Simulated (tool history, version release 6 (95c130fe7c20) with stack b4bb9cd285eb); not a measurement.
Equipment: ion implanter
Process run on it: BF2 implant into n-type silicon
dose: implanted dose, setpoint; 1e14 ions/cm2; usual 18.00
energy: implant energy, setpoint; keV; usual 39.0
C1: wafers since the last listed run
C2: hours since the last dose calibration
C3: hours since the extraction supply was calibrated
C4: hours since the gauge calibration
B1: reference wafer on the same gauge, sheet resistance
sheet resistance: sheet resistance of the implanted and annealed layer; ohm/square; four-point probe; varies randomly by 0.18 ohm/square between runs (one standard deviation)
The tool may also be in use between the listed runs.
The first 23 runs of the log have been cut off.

{"run": 24, "hour": 1381.4, "dose": 21.68, "energy": 46.0, "C1": 646, "C2": 1002.1, "C3": 311.8, "C4": 2098.9, "B1": 120.95, "sheet resistance": 109.64}
{"run": 25, "hour": 1433.8, "dose": 15.24, "energy": 45.0, "C1": 692, "C2": 1054.5, "C3": 364.2, "C4": 2151.3, "B1": 120.88, "sheet resistance": 118.14}
{"hour": 1450.3, "done": "gauge calibrated"}
{"run": 26, "hour": 1505.4, "dose": 18.0, "energy": 39.0, "C1": 946, "C2": 1126.1, "C3": 435.8, "C4": 55.1, "B1": 121.04, "sheet resistance": 123.17}
{"hour": 1516.2, "done": "Faraday cup replaced and dose calibrated"}
{"run": 27, "hour": 1551.4, "dose": 15.11, "energy": 48.5, "C1": 502, "C2": 35.2, "C3": 481.8, "C4": 101.1, "B1": 121.02, "sheet resistance": 113.47}
{"run": 28, "hour": 1608.4, "dose": 18.0, "energy": 31.5, "C1": 753, "C2": 92.2, "C3": 538.8, "C4": 158.1, "B1": 120.88, "sheet resistance": 138.04}
{"run": 29, "hour": 1656.9, "dose": 14.88, "energy": 39.0, "C1": 641, "C2": 140.7, "C3": 587.3, "C4": 206.6, "B1": 121.0, "sheet resistance": 127.01}
{"run": 30, "hour": 1699.5, "dose": 20.34, "energy": 48.0, "C1": 563, "C2": 183.3, "C3": 629.9, "C4": 249.2, "B1": 120.92, "sheet resistance": 107.84}
{"run": 31, "hour": 1728.0, "dose": 20.93, "energy": 33.5, "C1": 376, "C2": 211.8, "C3": 658.4, "C4": 277.7, "B1": 121.06, "sheet resistance": 131.66}
{"run": 32, "hour": 1793.7, "dose": 18.0, "energy": 39.0, "C1": 868, "C2": 277.5, "C3": 724.1, "C4": 343.4, "B1": 121.01, "sheet resistance": 122.9}
{"run": 33, "hour": 1850.1, "dose": 13.48, "energy": 29.5, "C1": 745, "C2": 333.9, "C3": 780.5, "C4": 399.8, "B1": 121.06, "sheet resistance": 149.92}
{"run": 34, "hour": 1892.0, "dose": 18.0, "energy": 39.0, "C1": 554, "C2": 375.8, "C3": 822.4, "C4": 441.7, "B1": 121.03, "sheet resistance": 122.79}
{"run": 35, "hour": 1959.9, "dose": 22.62, "energy": 29.0, "C1": 897, "C2": 443.7, "C3": 890.3, "C4": 509.6, "B1": 120.99, "sheet resistance": 142.48}
{"run": 36, "hour": 2011.5, "dose": 13.11, "energy": 52.5, "C1": 682, "C2": 495.3, "C3": 941.9, "C4": 561.2, "B1": 120.95, "sheet resistance": 115.62}

Here are 5 independent what-if runs from the current tool condition. What would each one return?
{"run": "A", "hour": 2011.9, "dose": 18.0, "energy": 39.0, "C1": 5, "C2": 495.7, "C3": 942.3, "C4": 561.6, "B1": "?", "sheet resistance": "?"}
{"run": "B", "hour": 2011.9, "dose": 14.13, "energy": 50.5, "C1": 5, "C2": 495.7, "C3": 942.3, "C4": 561.6, "B1": "?", "sheet resistance": "?"}
{"run": "C", "hour": 2011.9, "dose": 14.06, "energy": 28.5, "C1": 5, "C2": 495.7, "C3": 942.3, "C4": 561.6, "B1": "?", "sheet resistance": "?"}
{"run": "D", "hour": 2011.9, "dose": 23.06, "energy": 46.0, "C1": 5, "C2": 495.7, "C3": 942.3, "C4": 561.6, "B1": "?", "sheet resistance": "?"}
{"run": "E", "hour": 2011.9, "dose": 19.86, "energy": 51.5, "C1": 5, "C2": 495.7, "C3": 942.3, "C4": 561.6, "B1": "?", "sheet resistance": "?"}

run=A B1=120.99 sheet_resistance=122.86
run=B B1=120.99 sheet_resistance=113.82
run=C B1=120.99 sheet_resistance=151.50
run=D B1=120.99 sheet_resistance=109.24
run=E B1=120.99 sheet_resistance=104.23
Without the tool's unlogged condition, the same runs would have read:
run=A sheet_resistance=122.06
run=B sheet_resistance=112.83
run=C sheet_resistance=150.37
run=D sheet_resistance=108.57
run=E sheet_resistance=103.52
